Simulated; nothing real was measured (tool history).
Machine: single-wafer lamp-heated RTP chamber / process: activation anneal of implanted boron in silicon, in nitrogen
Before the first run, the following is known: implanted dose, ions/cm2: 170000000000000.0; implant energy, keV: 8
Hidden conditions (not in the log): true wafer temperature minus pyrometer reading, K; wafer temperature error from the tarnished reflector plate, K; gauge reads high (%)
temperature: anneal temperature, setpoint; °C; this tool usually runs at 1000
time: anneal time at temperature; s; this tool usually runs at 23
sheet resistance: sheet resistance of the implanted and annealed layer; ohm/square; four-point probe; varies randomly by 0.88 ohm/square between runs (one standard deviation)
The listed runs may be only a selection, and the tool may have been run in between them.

run,hour,temperature,time,wafers since the last listed run,wafers since the last pyrometer calibration,wafers since the reflector plate was cleaned,hours since the gauge calibration,"read-back reference wafer on the same gauge, sheet resistance",sheet resistance
1,0.0,1000,29,0,4005,1914,490.5,555.82,582.94
2,13.5,1000,23,103,4109,2018,504.0,555.54,583.36
3,20.7,1000,23,55,4164,2073,511.2,555.57,583.31
4,32.3,991,23,89,4253,2162,522.8,555.31,586.26
5,49.5,991,23,132,4385,2294,540.0,554.89,586.60
6,64.4,1000,23,114,4500,2409,554.9,554.74,582.86
7,71.5,1000,23,54,4554,2463,562.0,554.79,582.91
8,79.1,1000,23,58,4613,2522,569.6,554.48,581.99
9,92.1,1000,23,99,4712,2621,582.6,554.20,584.50
10,108.8,1000,12,128,4841,2749,599.3,553.92,586.93
11,162.7,1000,12,413,5254,3163,653.2,552.92,583.68
# hour 162.9: gauge calibrated
12,175.4,990,15,97,5352,3261,12.5,558.73,592.66
# hour 198.6: reflector plate cleaned
# hour 205.8: pyrometer window cleaned and pyrometer calibrated
13,206.3,990,15,120,4,4,43.4,558.89,592.60
14,206.6,1000,23,2,6,6,43.7,558.80,586.81
15,237.5,1000,23,237,243,243,74.6,558.81,587.42
16,263.4,1000,23,198,442,442,100.5,558.61,587.85
17,272.2,1000,23,67,509,509,109.3,558.46,587.56
18,288.2,1029,35,122,632,632,125.3,558.85,580.09
19,297.8,1000,23,73,706,706,134.9,558.77,587.02
20,308.7,1000,19,83,789,789,145.8,558.47,588.18
21,316.4,1000,23,59,849,849,153.5,558.52,586.64
22,324.1,1029,16,59,908,908,161.2,558.56,584.74
23,337.3,1000,23,101,1009,1009,174.4,558.27,586.84
24,352.8,1000,23,118,1128,1128,189.9,558.31,587.43
25,369.7,979,35,129,1258,1258,206.8,558.35,590.12
26,406.9,1000,23,285,1543,1543,244.0,557.85,585.88
27,424.6,1000,23,135,1679,1679,261.7,557.90,585.43
28,431.8,971,32,55,1734,1734,268.9,557.92,596.55
29,447.3,1000,30,118,1853,1853,284.4,557.32,585.25
30,455.0,1000,14,59,1912,1912,292.1,557.67,589.72
31,471.5,1015,12,126,2039,2039,308.6,557.59,586.19
32,485.4,988,31,106,2146,2146,322.5,557.39,588.21
33,501.7,1000,23,125,2271,2271,338.8,557.44,584.92
34,516.9,1000,31,116,2388,2388,354.0,557.09,582.94
35,529.0,974,23,92,2480,2480,366.1,556.87,597.45
36,540.9,991,23,91,2572,2572,378.0,556.63,587.16
37,549.4,975,23,65,2637,2637,386.5,556.43,595.26
38,562.9,986,31,103,2741,2741,400.0,556.56,588.38

Measured minus without-hidden-state, run by run (identical run-to-run variation in each term; gauge scatter may differ):
run,sheet resistance
1,-3.46
2,-3.67
3,-3.78
4,-3.99
5,-4.27
6,-4.49
7,-4.61
8,-4.73
9,-4.98
10,-5.31
11,-6.31
12,-0.22
13,-0.24
14,-0.24
15,-0.29
16,-0.37
17,-0.40
18,-0.44
19,-0.49
20,-0.53
21,-0.57
22,-0.60
23,-0.68
24,-0.76
25,-0.87
26,-1.11
27,-1.25
28,-1.33
29,-1.44
30,-1.51
31,-1.65
32,-1.79
33,-1.95
34,-2.10
35,-2.29
36,-2.38
37,-2.52
38,-2.65
